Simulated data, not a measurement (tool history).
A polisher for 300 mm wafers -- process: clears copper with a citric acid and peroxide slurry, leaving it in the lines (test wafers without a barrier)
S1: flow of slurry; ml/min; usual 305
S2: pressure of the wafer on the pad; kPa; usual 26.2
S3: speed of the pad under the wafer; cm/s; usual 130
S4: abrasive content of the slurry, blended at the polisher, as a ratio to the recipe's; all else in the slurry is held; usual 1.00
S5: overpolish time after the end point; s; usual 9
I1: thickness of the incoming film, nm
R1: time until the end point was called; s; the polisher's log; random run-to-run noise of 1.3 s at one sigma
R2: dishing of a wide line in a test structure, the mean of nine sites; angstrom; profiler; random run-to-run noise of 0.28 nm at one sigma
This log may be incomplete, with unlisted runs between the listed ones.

{"run": 1, "hour": 0.0, "S1": 305, "S2": 26.2, "S3": 106, "S4": 1.0, "S5": 9, "I1": 383.8, "R1": 121.2, "R2": 224}
{"run": 2, "hour": 35.8, "S1": 305, "S2": 26.2, "S3": 106, "S4": 1.0, "S5": 9, "I1": 379.8, "R1": 121.0, "R2": 219}
{"run": 3, "hour": 59.8, "S1": 305, "S2": 26.2, "S3": 106, "S4": 1.0, "S5": 9, "I1": 372.0, "R1": 121.1, "R2": 217}
{"run": 4, "hour": 94.6, "S1": 260, "S2": 28.3, "S3": 130, "S4": 1.0, "S5": 9, "I1": 380.5, "R1": 93.3, "R2": 278}
{"run": 5, "hour": 116.3, "S1": 260, "S2": 28.3, "S3": 130, "S4": 1.0, "S5": 9, "I1": 377.3, "R1": 94.7, "R2": 268}
{"run": 6, "hour": 136.6, "S1": 260, "S2": 28.3, "S3": 130, "S4": 1.0, "S5": 9, "I1": 379.3, "R1": 88.3, "R2": 291}
{"run": 7, "hour": 197.3, "S1": 305, "S2": 26.2, "S3": 130, "S4": 1.0, "S5": 9, "I1": 380.7, "R1": 98.9, "R2": 265}
{"run": 8, "hour": 218.6, "S1": 305, "S2": 26.2, "S3": 130, "S4": 1.15, "S5": 13, "I1": 377.3, "R1": 95.5, "R2": 371}
{"run": 9, "hour": 232.7, "S1": 280, "S2": 26.2, "S3": 142, "S4": 1.0, "S5": 9, "I1": 376.3, "R1": 89.8, "R2": 285}
{"run": 10, "hour": 260.1, "S1": 305, "S2": 26.2, "S3": 130, "S4": 1.0, "S5": 9, "I1": 385.1, "R1": 101.7, "R2": 263}
{"run": 11, "hour": 365.2, "S1": 305, "S2": 26.2, "S3": 116, "S4": 1.0, "S5": 9, "I1": 384.2, "R1": 106.7, "R2": 243}
{"run": 12, "hour": 389.6, "S1": 305, "S2": 26.2, "S3": 116, "S4": 1.0, "S5": 9, "I1": 385.3, "R1": 109.1, "R2": 243}
{"run": 13, "hour": 408.5, "S1": 305, "S2": 26.2, "S3": 116, "S4": 1.0, "S5": 9, "I1": 380.9, "R1": 108.5, "R2": 242}
{"run": 14, "hour": 426.1, "S1": 305, "S2": 17.9, "S3": 130, "S4": 1.0, "S5": 9, "I1": 377.6, "R1": 140.8, "R2": 190}
{"run": 15, "hour": 440.1, "S1": 305, "S2": 29.0, "S3": 130, "S4": 1.15, "S5": 9, "I1": 379.3, "R1": 86.3, "R2": 297}
{"run": 16, "hour": 474.0, "S1": 305, "S2": 26.2, "S3": 130, "S4": 1.0, "S5": 12, "I1": 387.3, "R1": 101.2, "R2": 336}
{"run": 17, "hour": 490.3, "S1": 305, "S2": 17.9, "S3": 130, "S4": 1.0, "S5": 9, "I1": 379.6, "R1": 143.9, "R2": 187}
{"run": 18, "hour": 520.1, "S1": 355, "S2": 18.6, "S3": 130, "S4": 1.0, "S5": 9, "I1": 380.2, "R1": 135.4, "R2": 198}
{"run": 19, "hour": 554.8, "S1": 305, "S2": 26.2, "S3": 106, "S4": 1.0, "S5": 9, "I1": 379.7, "R1": 121.7, "R2": 218}
{"run": 20, "hour": 576.0, "S1": 305, "S2": 26.2, "S3": 130, "S4": 1.0, "S5": 12, "I1": 379.2, "R1": 94.4, "R2": 353}
{"run": 21, "hour": 610.1, "S1": 305, "S2": 31.7, "S3": 162, "S4": 1.2, "S5": 9, "I1": 380.4, "R1": 62.5, "R2": 386}
{"run": 22, "hour": 626.2, "S1": 305, "S2": 22.1, "S3": 130, "S4": 0.7, "S5": 9, "I1": 380.3, "R1": 123.0, "R2": 215}
{"run": 23, "hour": 644.6, "S1": 215, "S2": 26.2, "S3": 130, "S4": 0.75, "S5": 9, "I1": 380.0, "R1": 104.6, "R2": 247}
{"run": 24, "hour": 665.5, "S1": 245, "S2": 32.4, "S3": 130, "S4": 0.75, "S5": 5, "I1": 381.3, "R1": 83.5, "R2": 179}
{"run": 25, "hour": 696.7, "S1": 305, "S2": 26.2, "S3": 118, "S4": 1.0, "S5": 12, "I1": 382.6, "R1": 110.7, "R2": 308}

Withheld: 11 entries from between the runs. Position of each, and hidden state at the listed run before versus the listed run after:
Logged between run 3 and run 4: worn pad replaced by a new one (hour 71.9)
  abrasive missing from the slurry, %: 37 -> 38.5
  measured value less the no-hidden-state value, R1: +8.6 -> +6.9 s; R2: -14 -> -19 angstrom
Logged between run 5 and run 6: slurry blender recalibrated (hour 123.1)
  abrasive missing from the slurry, %: 39.2 -> 10
  measured value less the no-hidden-state value, R1: +7.1 -> +1.5 s; R2: -19 -> -5 angstrom
Logged between run 6 and run 7: head pressure recalibrated (hour 170.1)
  abrasive missing from the slurry, %: 10 -> 27.5
  measured value less the no-hidden-state value, R1: +1.5 -> +5.0 s; R2: -5 -> -12 angstrom
Logged between run 8 and run 9: worn pad replaced by a new one (hour 232.1)
  abrasive missing from the slurry, %: 30.9 -> 32.6
  measured value less the no-hidden-state value, R1: +5.6 -> +5.5 s; R2: -18 -> -16 angstrom
Logged between run 10 and run 11: slurry blender recalibrated (hour 336.7); worn pad replaced by a new one (hour 362.1)
  abrasive missing from the slurry, %: 35.1 -> 12.8
  measured value less the no-hidden-state value, R1: +6.8 -> +2.4 s; R2: -16 -> -5 angstrom
Logged between run 15 and run 16: slurry nozzle cleaned (hour 464.8)
  abrasive missing from the slurry, %: 28.8 -> 32.1
  measured value less the no-hidden-state value, R1: +4.7 -> +6.1 s; R2: -14 -> -17 angstrom
Logged between run 17 and run 18: head pressure recalibrated (hour 495.9); worn pad replaced by a new one (hour 506.2)
  abrasive missing from the slurry, %: 33.2 -> 34.6
  measured value less the no-hidden-state value, R1: +9.0 -> +8.9 s; R2: -12 -> -13 angstrom
Logged between run 19 and run 20: slurry blender recalibrated (hour 574.8)
  abrasive missing from the slurry, %: 35.7 -> 4.95
  measured value less the no-hidden-state value, R1: +8.3 -> +0.8 s; R2: -14 -> -3 angstrom
Logged between run 22 and run 23: worn pad replaced by a new one (hour 631.5)
  abrasive missing from the slurry, %: 23.3 -> 27.4
  measured value less the no-hidden-state value, R1: +5.1 -> +5.1 s; R2: -9 -> -11 angstrom
